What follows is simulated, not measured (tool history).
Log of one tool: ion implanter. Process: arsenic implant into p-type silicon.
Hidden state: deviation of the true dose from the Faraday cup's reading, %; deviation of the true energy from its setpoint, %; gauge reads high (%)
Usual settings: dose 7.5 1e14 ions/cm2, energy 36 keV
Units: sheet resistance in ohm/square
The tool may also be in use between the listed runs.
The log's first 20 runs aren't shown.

| run | hour | dose | energy | wafers since the last listed run | hours since the last dose calibration | hours since the extraction supply was calibrated | hours since the gauge calibration | read-back reference wafer on the same gauge, sheet resistance | sheet resistance |
|---|---|---|---|---|---|---|---|---|---|
| 21 | 638 | 9.7 | 29 | 539 | 1425.6 | 325.1 | 1165 | 140.18 | 120.92 |
|  | 647.5 | gauge calibrated |
| 22 | 654.9 | 6.35 | 29 | 297 | 1442.5 | 342 | 7.4 | 139.89 | 164.26 |
| 23 | 689.8 | 8.19 | 36 | 613 | 1477.4 | 376.9 | 42.3 | 139.98 | 132.17 |
|  | 722 | Faraday cup replaced and dose calibrated |
| 24 | 722.5 | 7.5 | 30.5 | 434 | 0.5 | 409.6 | 75 | 140.02 | 142.3 |
| 25 | 739.2 | 8.17 | 36 | 293 | 17.2 | 426.3 | 91.7 | 140.03 | 129.9 |
| 26 | 768.7 | 9.7 | 32.5 | 518 | 46.7 | 455.8 | 121.2 | 139.77 | 117.18 |
| 27 | 801.2 | 9.01 | 43.5 | 571 | 79.2 | 488.3 | 153.7 | 140 | 118.16 |
| 28 | 825.6 | 7.5 | 24.5 | 428 | 103.6 | 512.7 | 178.1 | 140.05 | 148.41 |
| 29 | 850.2 | 8.82 | 40 | 432 | 128.2 | 537.3 | 202.7 | 139.74 | 122 |
| 30 | 873.1 | 7.5 | 27 | 402 | 151.1 | 560.2 | 225.6 | 140.04 | 146.55 |
| 31 | 899 | 6.4 | 45.5 | 455 | 177 | 586.1 | 251.5 | 139.86 | 151.13 |

Run 32 comes next. What will it give?
| 32 | 927 | 7.5 | 44.5 | 492 | 205 | 614.1 | 279.5 | ? | ? |

read-back reference wafer on the same gauge, sheet resistance: 139.97
sheet resistance: 135.5 ohm/square
Without the tool's hidden state the same run would have given sheet resistance 133.73 ohm/square.
